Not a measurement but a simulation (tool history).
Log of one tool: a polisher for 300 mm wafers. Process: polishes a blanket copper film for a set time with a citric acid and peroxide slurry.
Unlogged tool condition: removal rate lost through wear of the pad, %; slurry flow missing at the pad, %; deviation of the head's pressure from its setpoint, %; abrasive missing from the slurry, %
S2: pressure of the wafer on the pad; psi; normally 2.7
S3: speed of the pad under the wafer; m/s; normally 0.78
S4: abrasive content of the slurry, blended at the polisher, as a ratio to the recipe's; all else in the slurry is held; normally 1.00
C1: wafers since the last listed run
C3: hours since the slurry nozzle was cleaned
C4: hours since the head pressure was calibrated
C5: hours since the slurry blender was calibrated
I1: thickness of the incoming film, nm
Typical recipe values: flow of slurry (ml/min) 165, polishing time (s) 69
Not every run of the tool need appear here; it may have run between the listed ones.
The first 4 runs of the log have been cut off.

run 5 day=2.354 | flow_of_slurry_(ml/min)=165 S2=2.7 S3=0.78 S4=0.80 polishing_time_(s)=69 | C1=138 wafers_polished_on_this_pad=350 C3=441.0 C4=585.2 C5=219.7 | I1=731.2 | film_removed_(angstrom)=847
run 6 day=2.658 | flow_of_slurry_(ml/min)=165 S2=2.7 S3=0.78 S4=0.80 polishing_time_(s)=69 | C1=67 wafers_polished_on_this_pad=418 C3=448.3 C4=592.5 C5=227.0 | I1=742.0 | film_removed_(angstrom)=844
run 7 day=3.050 | flow_of_slurry_(ml/min)=165 S2=2.7 S3=0.78 S4=1.00 polishing_time_(s)=69 | C1=87 wafers_polished_on_this_pad=505 C3=457.7 C4=601.9 C5=236.4 | I1=743.1 | film_removed_(angstrom)=874
run 8 day=3.308 | flow_of_slurry_(ml/min)=165 S2=2.7 S3=0.78 S4=1.00 polishing_time_(s)=69 | C1=57 wafers_polished_on_this_pad=563 C3=463.9 C4=608.1 C5=242.6 | I1=746.1 | film_removed_(angstrom)=895
-- day=3.608 worn pad replaced by a new one
run 9 day=3.712 | flow_of_slurry_(ml/min)=165 S2=3.3 S3=0.78 S4=1.00 polishing_time_(s)=69 | C1=53 wafers_polished_on_this_pad=22 C3=473.6 C4=617.8 C5=252.3 | I1=750.4 | film_removed_(angstrom)=1080
run 10 day=4.383 | flow_of_slurry_(ml/min)=165 S2=3.3 S3=0.78 S4=1.00 polishing_time_(s)=69 | C1=149 wafers_polished_on_this_pad=172 C3=489.7 C4=633.9 C5=268.4 | I1=741.7 | film_removed_(angstrom)=1053
run 11 day=4.921 | flow_of_slurry_(ml/min)=165 S2=2.7 S3=0.78 S4=1.00 polishing_time_(s)=81 | C1=119 wafers_polished_on_this_pad=292 C3=502.6 C4=646.8 C5=281.3 | I1=743.1 | film_removed_(angstrom)=1016
run 12 day=5.375 | flow_of_slurry_(ml/min)=165 S2=2.7 S3=0.78 S4=1.00 polishing_time_(s)=81 | C1=101 wafers_polished_on_this_pad=393 C3=513.5 C4=657.7 C5=292.2 | I1=746.6 | film_removed_(angstrom)=1029
run 13 day=5.683 | flow_of_slurry_(ml/min)=165 S2=2.7 S3=0.78 S4=1.00 polishing_time_(s)=69 | C1=68 wafers_polished_on_this_pad=462 C3=520.9 C4=665.1 C5=299.6 | I1=749.9 | film_removed_(angstrom)=860
run 14 day=6.175 | flow_of_slurry_(ml/min)=165 S2=2.7 S3=0.78 S4=1.00 polishing_time_(s)=69 | C1=109 wafers_polished_on_this_pad=572 C3=532.7 C4=676.9 C5=311.4 | I1=738.3 | film_removed_(angstrom)=858
run 15 day=6.579 | flow_of_slurry_(ml/min)=165 S2=2.7 S3=0.70 S4=1.00 polishing_time_(s)=69 | C1=90 wafers_polished_on_this_pad=662 C3=542.4 C4=686.6 C5=321.1 | I1=731.9 | film_removed_(angstrom)=768
-- day=6.808 worn pad replaced by a new one
run 16 day=7.046 | flow_of_slurry_(ml/min)=135 S2=2.0 S3=0.78 S4=1.15 polishing_time_(s)=46 | C1=66 wafers_polished_on_this_pad=52 C3=553.6 C4=697.8 C5=332.3 | I1=747.4 | film_removed_(angstrom)=408
-- day=7.371 head pressure recalibrated
run 17 day=7.746 | flow_of_slurry_(ml/min)=165 S2=3.5 S3=0.78 S4=1.00 polishing_time_(s)=69 | C1=137 wafers_polished_on_this_pad=190 C3=570.4 C4=9.0 C5=349.1 | I1=743.0 | film_removed_(angstrom)=1099
run 18 day=8.192 | flow_of_slurry_(ml/min)=165 S2=2.7 S3=0.78 S4=1.00 polishing_time_(s)=69 | C1=99 wafers_polished_on_this_pad=289 C3=581.1 C4=19.7 C5=359.8 | I1=750.0 | film_removed_(angstrom)=840
run 19 day=8.692 | flow_of_slurry_(ml/min)=165 S2=2.7 S3=0.78 S4=1.00 polishing_time_(s)=69 | C1=111 wafers_polished_on_this_pad=401 C3=593.1 C4=31.7 C5=371.8 | I1=739.5 | film_removed_(angstrom)=855
run 20 day=9.383 | flow_of_slurry_(ml/min)=165 S2=3.1 S3=0.62 S4=0.90 polishing_time_(s)=47 | C1=154 wafers_polished_on_this_pad=555 C3=609.7 C4=48.3 C5=388.4 | I1=724.2 | film_removed_(angstrom)=511
run 21 day=9.862 | flow_of_slurry_(ml/min)=165 S2=2.7 S3=0.78 S4=1.00 polishing_time_(s)=69 | C1=106 wafers_polished_on_this_pad=662 C3=621.2 C4=59.8 C5=399.9 | I1=739.6 | film_removed_(angstrom)=848

Run 22, settings as shown, results not yet in. Your forecast:
-- day=10.154 worn pad replaced by a new one
run 22 day=10.275 | flow_of_slurry_(ml/min)=165 S2=3.6 S3=0.78 S4=1.00 polishing_time_(s)=86 | C1=54 wafers_polished_on_this_pad=26 C3=631.1 C4=69.7 C5=409.8 | I1=753.8 | film_removed_(angstrom)=?

{"run 22": {"film removed (angstrom)": 1383}}
Had the tool carried no hidden state, the very same run would have given film removed (angstrom) 1578.

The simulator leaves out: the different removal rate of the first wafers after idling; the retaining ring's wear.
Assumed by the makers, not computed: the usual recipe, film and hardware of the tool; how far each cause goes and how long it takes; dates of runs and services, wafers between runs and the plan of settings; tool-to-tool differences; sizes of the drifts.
